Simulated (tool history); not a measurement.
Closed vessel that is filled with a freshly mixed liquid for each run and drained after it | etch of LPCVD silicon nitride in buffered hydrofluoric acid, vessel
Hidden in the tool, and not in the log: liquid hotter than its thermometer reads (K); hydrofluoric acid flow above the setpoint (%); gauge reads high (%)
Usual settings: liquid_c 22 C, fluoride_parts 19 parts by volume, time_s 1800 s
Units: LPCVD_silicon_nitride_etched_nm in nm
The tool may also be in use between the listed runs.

| run | hour | liquid_c | fluoride_parts | time_s | wafers since the last listed run | hours since the thermometer was replaced | hours since the hydrofluoric acid flow meter was replaced | hours since the gauge calibration | read-back film thickness of the LPCVD silicon nitride reference wafer, read on the same gauge (nm) | LPCVD_silicon_nitride_etched_nm |
|---|---|---|---|---|---|---|---|---|---|---|
| 1 | 0 | 20 | 13.5 | 1800 | 0 | 1579 | 563.7 | 821.1 | 109.99 | 18.14 |
| 2 | 50.3 | 20 | 13.5 | 1800 | 2497 | 1629.3 | 614 | 871.4 | 110 | 18.48 |
| 3 | 99.4 | 22 | 19 | 1800 | 2438 | 1678.4 | 663.1 | 920.5 | 110.01 | 14.53 |
| 4 | 131.7 | 22 | 21 | 1800 | 1603 | 1710.7 | 695.4 | 952.8 | 110 | 13.53 |
| 5 | 175 | 22 | 19 | 1800 | 2150 | 1754 | 738.7 | 996.1 | 109.99 | 14.77 |
| 6 | 233.3 | 22 | 19 | 1800 | 2894 | 1812.3 | 797 | 1054.4 | 109.98 | 14.83 |
| 7 | 258.6 | 22 | 19 | 2100 | 1256 | 1837.6 | 822.3 | 1079.7 | 110 | 17.55 |
| 8 | 301.4 | 22 | 19 | 1800 | 2125 | 1880.4 | 865.1 | 1122.5 | 110 | 14.9 |
| 9 | 341.3 | 22 | 19 | 1360 | 1981 | 1920.3 | 905 | 1162.4 | 110.02 | 11.06 |
| 10 | 493.9 | 22 | 19 | 1360 | 7577 | 2072.9 | 1057.6 | 1315 | 109.98 | 11.4 |
| 11 | 560.5 | 22 | 19 | 1360 | 3307 | 2139.5 | 1124.2 | 1381.6 | 109.99 | 11.51 |
| 12 | 611.8 | 22 | 19 | 1800 | 2547 | 2190.8 | 1175.5 | 1432.9 | 109.97 | 14.99 |
| 13 | 663.4 | 22 | 19 | 1800 | 2562 | 2242.4 | 1227.1 | 1484.5 | 110.02 | 15.34 |
|  | 711.4 | gauge calibrated |
| 14 | 712.2 | 22 | 19 | 2310 | 2423 | 2291.2 | 1275.9 | 0.8 | 110 | 19.82 |
| 15 | 755.6 | 22 | 19 | 2310 | 2155 | 2334.6 | 1319.3 | 44.2 | 110 | 19.85 |
| 16 | 807.3 | 22 | 19 | 1265 | 2567 | 2386.3 | 1371 | 95.9 | 109.97 | 10.86 |
| 17 | 849.9 | 18.5 | 23 | 1470 | 2115 | 2428.9 | 1413.6 | 138.5 | 109.97 | 8.75 |
|  | 852.1 | thermometer replaced |
| 18 | 877.4 | 17 | 19 | 1800 | 1315 | 25.3 | 1441.1 | 166 | 110 | 10.87 |
|  | 1009.2 | hydrofluoric acid flow meter replaced |
| 19 | 1036.1 | 22 | 16.5 | 2510 | 7830 | 184 | 26.9 | 324.7 | 109.98 | 22.11 |
| 20 | 1066.8 | 18.5 | 23 | 1470 | 1524 | 214.7 | 57.6 | 355.4 | 110 | 7.87 |
| 21 | 1128.1 | 23.5 | 13.5 | 800 | 3043 | 276 | 118.9 | 416.7 | 110.04 | 9.35 |
| 22 | 1174.5 | 22 | 19 | 1800 | 2304 | 322.4 | 165.3 | 463.1 | 109.99 | 13.58 |
| 23 | 1226.7 | 22 | 24.5 | 2425 | 2592 | 374.6 | 217.5 | 515.3 | 110.02 | 15.46 |
| 24 | 1283.4 | 22 | 24 | 2725 | 2815 | 431.3 | 274.2 | 572 | 109.96 | 17.45 |
| 25 | 1340.4 | 20 | 15 | 2540 | 2830 | 488.3 | 331.2 | 629 | 109.98 | 22.3 |
| 26 | 1375 | 22 | 19 | 1800 | 1718 | 522.9 | 365.8 | 663.6 | 110 | 14 |
| 27 | 1412.6 | 20 | 26.5 | 940 | 1867 | 560.5 | 403.4 | 701.2 | 109.99 | 5.09 |
| 28 | 1437.2 | 20 | 11.5 | 1330 | 1221 | 585.1 | 428 | 725.8 | 109.99 | 15.43 |
| 29 | 1501.2 | 26 | 13.5 | 2440 | 3177 | 649.1 | 492 | 789.8 | 109.99 | 33.51 |
| 30 | 1537 | 23.5 | 21.5 | 1800 | 1777 | 684.9 | 527.8 | 825.6 | 110.01 | 13.81 |
| 31 | 1567.3 | 22 | 22.5 | 1800 | 1504 | 715.2 | 558.1 | 855.9 | 109.98 | 12.62 |
| 32 | 1639.2 | 22 | 21 | 1280 | 3570 | 787.1 | 630 | 927.8 | 110.02 | 9.26 |

The tool's hidden state at each run:
gauge reads high (%): 0 in every run
H1: liquid hotter than its thermometer reads (K)
H2: hydrofluoric acid flow above the setpoint (%)
| run | H1 | H2 |
|---|---|---|
| 1 | 1.52 | 1.87 |
| 2 | 1.57 | 2.02 |
| 3 | 1.61 | 2.16 |
| 4 | 1.64 | 2.26 |
| 5 | 1.67 | 2.39 |
| 6 | 1.72 | 2.57 |
| 7 | 1.74 | 2.64 |
| 8 | 1.78 | 2.77 |
| 9 | 1.81 | 2.89 |
| 10 | 1.95 | 3.35 |
| 11 | 2 | 3.55 |
| 12 | 2.05 | 3.7 |
| 13 | 2.09 | 3.86 |
| 14 | 2.13 | 4.01 |
| 15 | 2.17 | 4.14 |
| 16 | 2.21 | 4.29 |
| 17 | 2.25 | 4.42 |
| 18 | 0.605 | 4.5 |
| 19 | 0.741 | 0.0929 |
| 20 | 0.768 | 0.185 |
| 21 | 0.82 | 0.369 |
| 22 | 0.86 | 0.509 |
| 23 | 0.905 | 0.665 |
| 24 | 0.953 | 0.836 |
| 25 | 1 | 1.01 |
| 26 | 1.03 | 1.11 |
| 27 | 1.06 | 1.22 |
| 28 | 1.09 | 1.3 |
| 29 | 1.14 | 1.49 |
| 30 | 1.17 | 1.6 |
| 31 | 1.2 | 1.69 |
| 32 | 1.26 | 1.9 |
